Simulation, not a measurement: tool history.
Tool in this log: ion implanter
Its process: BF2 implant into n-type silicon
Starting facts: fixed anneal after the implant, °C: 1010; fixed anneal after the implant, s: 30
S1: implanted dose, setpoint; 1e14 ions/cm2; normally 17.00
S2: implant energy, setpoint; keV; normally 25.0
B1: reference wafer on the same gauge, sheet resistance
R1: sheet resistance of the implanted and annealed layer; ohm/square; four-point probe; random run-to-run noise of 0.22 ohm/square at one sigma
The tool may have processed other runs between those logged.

run    hour     S1    S2      B1      R1
  1     0.0  13.48  19.5  138.95  165.02
  2    49.1  13.48  19.5  139.03  164.94
  3   113.2  13.48  19.5  138.95  164.75
  4   143.3  17.00  25.0  139.04  144.93
  5   171.8  17.00  25.0  139.04  145.04
  6   232.2  17.00  25.0  138.99  144.67
  7   257.4  17.00  25.0  139.08  144.98
  8   304.4  17.00  25.0  138.95  144.77
  9   335.4  13.40  25.0  138.88  151.16
 10   451.0  17.00  25.0  139.04  144.84
 11   494.2  17.00  25.0  139.03  144.79
      547.5  -- gauge calibrated
 12   554.9  17.00  25.0  138.99  144.75
 13   616.7  17.00  20.5  138.99  155.62
 14   652.1  17.00  20.5  139.09  155.57
 15   707.4  18.63  25.0  138.94  143.32
 16   764.2  18.63  25.0  138.93  143.27
      828.9  -- Faraday cup replaced and dose calibrated
 17   833.5  17.00  25.0  139.00  145.77
 18   880.3  17.00  25.0  139.04  145.73
 19   907.5  17.00  21.5  138.92  154.07
 20   949.1  14.86  17.0  139.09  170.42
 21   984.8  17.00  25.0  139.00  145.67
     1054.8  -- extraction supply calibrated
 22  1055.3  17.00  25.0  139.01  145.04
 23  1089.9  15.27  27.0  138.99  143.68
 24  1191.2  17.00  25.0  139.02  145.45
 25  1235.1  20.37  33.5  139.02  125.57
 26  1286.3  17.00  25.0  139.00  144.91
 27  1316.7  14.23  18.5  138.88  166.64
 28  1347.8  17.00  20.0  139.04  157.54
 29  1476.0  19.93  29.5  139.06  133.24
 30  1529.7  17.00  28.5  138.98  137.75
 31  1587.7  15.69  22.0  138.93  154.58
 32  1636.4  18.61  32.5  138.98  128.66
 33  1691.5  17.00  25.0  138.95  144.71
     1726.8  -- gauge calibrated
 34  1731.2  13.16  29.5  138.95  143.69
 35  1772.1  11.96  20.5  139.01  167.84
 36  1808.0  19.43  29.0  138.98  134.54

For each run, what was the tool's unlogged condition?
deviation of the true energy from its setpoint, %: 0 at every run
gauge reads high (%): 0 at every run
H1: deviation of the true dose from the Faraday cup's reading, %
run     H1
  1   3.41
  2   3.52
  3   3.66
  4   3.73
  5    3.8
  6   3.93
  7   3.99
  8   4.09
  9   4.16
 10   4.42
 11   4.52
 12   4.66
 13   4.79
 14   4.87
 15      5
 16   5.13
 17  0.316
 18  0.421
 19  0.482
 20  0.576
 21  0.656
 22  0.814
 23  0.892
 24   1.12
 25   1.22
 26   1.33
 27    1.4
 28   1.47
 29   1.76
 30   1.88
 31   2.01
 32   2.12
 33   2.24
 34   2.33
 35   2.42
 36    2.5
